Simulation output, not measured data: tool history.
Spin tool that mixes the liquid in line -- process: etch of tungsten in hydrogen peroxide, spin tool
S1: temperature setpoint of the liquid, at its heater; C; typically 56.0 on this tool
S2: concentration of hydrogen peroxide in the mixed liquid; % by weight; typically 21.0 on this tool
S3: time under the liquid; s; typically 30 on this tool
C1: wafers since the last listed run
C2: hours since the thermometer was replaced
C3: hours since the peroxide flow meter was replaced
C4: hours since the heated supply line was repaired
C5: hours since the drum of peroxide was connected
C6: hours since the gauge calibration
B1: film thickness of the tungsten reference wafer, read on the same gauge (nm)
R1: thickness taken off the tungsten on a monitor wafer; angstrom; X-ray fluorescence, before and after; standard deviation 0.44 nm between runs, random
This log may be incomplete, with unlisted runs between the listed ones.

run 1 hour=0.0 | S1=56.0 S2=21.0 S3=30 | C1=0 C2=2400.1 C3=1330.1 C4=660.3 C5=1008.2 C6=45.4 | B1=150.00 | R1=695.8
run 2 hour=11.4 | S1=56.0 S2=21.0 S3=30 | C1=90 C2=2411.5 C3=1341.5 C4=671.7 C5=1019.6 C6=56.8 | B1=150.01 | R1=694.1
run 3 hour=20.5 | S1=56.0 S2=21.0 S3=30 | C1=72 C2=2420.6 C3=1350.6 C4=680.8 C5=1028.7 C6=65.9 | B1=150.01 | R1=688.2
run 4 hour=34.1 | S1=56.0 S2=26.0 S3=30 | C1=108 C2=2434.2 C3=1364.2 C4=694.4 C5=1042.3 C6=79.5 | B1=150.00 | R1=773.1
run 5 hour=40.7 | S1=56.0 S2=26.0 S3=30 | C1=52 C2=2440.8 C3=1370.8 C4=701.0 C5=1048.9 C6=86.1 | B1=149.99 | R1=768.2
run 6 hour=57.1 | S1=56.0 S2=26.0 S3=30 | C1=130 C2=2457.2 C3=1387.2 C4=717.4 C5=1065.3 C6=102.5 | B1=150.02 | R1=767.5
run 7 hour=70.9 | S1=56.0 S2=21.0 S3=35 | C1=109 C2=2471.0 C3=1401.0 C4=731.2 C5=1079.1 C6=116.3 | B1=150.00 | R1=808.3
-- hour=81.1 heated supply line repaired
run 8 hour=81.6 | S1=56.0 S2=21.0 S3=35 | C1=77 C2=2481.7 C3=1411.7 C4=0.5 C5=1089.8 C6=127.0 | B1=149.99 | R1=814.0
run 9 hour=98.9 | S1=56.0 S2=21.0 S3=35 | C1=137 C2=2499.0 C3=1429.0 C4=17.8 C5=1107.1 C6=144.3 | B1=149.99 | R1=809.1
run 10 hour=145.2 | S1=56.0 S2=21.0 S3=30 | C1=368 C2=2545.3 C3=1475.3 C4=64.1 C5=1153.4 C6=190.6 | B1=150.00 | R1=698.0
run 11 hour=157.3 | S1=56.0 S2=21.0 S3=30 | C1=96 C2=2557.4 C3=1487.4 C4=76.2 C5=1165.5 C6=202.7 | B1=150.00 | R1=687.8
run 12 hour=165.5 | S1=56.0 S2=21.0 S3=30 | C1=65 C2=2565.6 C3=1495.6 C4=84.4 C5=1173.7 C6=210.9 | B1=150.00 | R1=694.9
-- hour=176.2 gauge calibrated
run 13 hour=182.8 | S1=56.0 S2=21.0 S3=15 | C1=137 C2=2582.9 C3=1512.9 C4=101.7 C5=1191.0 C6=6.6 | B1=150.01 | R1=345.3
-- hour=184.5 new drum of peroxide connected
-- hour=185.0 peroxide flow meter replaced
run 14 hour=196.1 | S1=65.5 S2=19.0 S3=30 | C1=93 C2=2596.2 C3=11.1 C4=115.0 C5=11.6 C6=19.9 | B1=150.00 | R1=1137.7
run 15 hour=203.4 | S1=50.0 S2=24.5 S3=50 | C1=58 C2=2603.5 C3=18.4 C4=122.3 C5=18.9 C6=27.2 | B1=149.99 | R1=867.2
run 16 hour=216.7 | S1=52.5 S2=21.0 S3=30 | C1=105 C2=2616.8 C3=31.7 C4=135.6 C5=32.2 C6=40.5 | B1=149.99 | R1=564.6
-- hour=224.1 thermometer replaced
run 17 hour=224.6 | S1=59.5 S2=16.5 S3=30 | C1=54 C2=0.5 C3=39.6 C4=143.5 C5=40.1 C6=48.4 | B1=150.00 | R1=755.5
run 18 hour=231.8 | S1=50.0 S2=18.5 S3=30 | C1=57 C2=7.7 C3=46.8 C4=150.7 C5=47.3 C6=55.6 | B1=150.01 | R1=452.0
run 19 hour=244.5 | S1=62.0 S2=26.0 S3=45 | C1=101 C2=20.4 C3=59.5 C4=163.4 C5=60.0 C6=68.3 | B1=150.00 | R1=1654.2
run 20 hour=251.2 | S1=63.5 S2=21.0 S3=45 | C1=53 C2=27.1 C3=66.2 C4=170.1 C5=66.7 C6=75.0 | B1=150.01 | R1=1610.4
run 21 hour=260.1 | S1=47.5 S2=25.5 S3=30 | C1=70 C2=36.0 C3=75.1 C4=179.0 C5=75.6 C6=83.9 | B1=150.00 | R1=456.9
run 22 hour=271.5 | S1=63.5 S2=21.0 S3=30 | C1=90 C2=47.4 C3=86.5 C4=190.4 C5=87.0 C6=95.3 | B1=150.00 | R1=1071.3
run 23 hour=302.1 | S1=49.0 S2=15.5 S3=40 | C1=243 C2=78.0 C3=117.1 C4=221.0 C5=117.6 C6=125.9 | B1=150.00 | R1=521.4

Run 24, settings as shown, results not yet in. Your forecast:
run 24 hour=311.3 | S1=56.0 S2=26.0 S3=50 | C1=73 C2=87.2 C3=126.3 C4=230.2 C5=126.8 C6=135.1 | B1=? | R1=?

{"run 24": {"B1": 150.01, "R1": 1277.7}}
On a tool with no hidden condition, and with the same random variation, this run would have come out at R1 1277.7 angstrom.
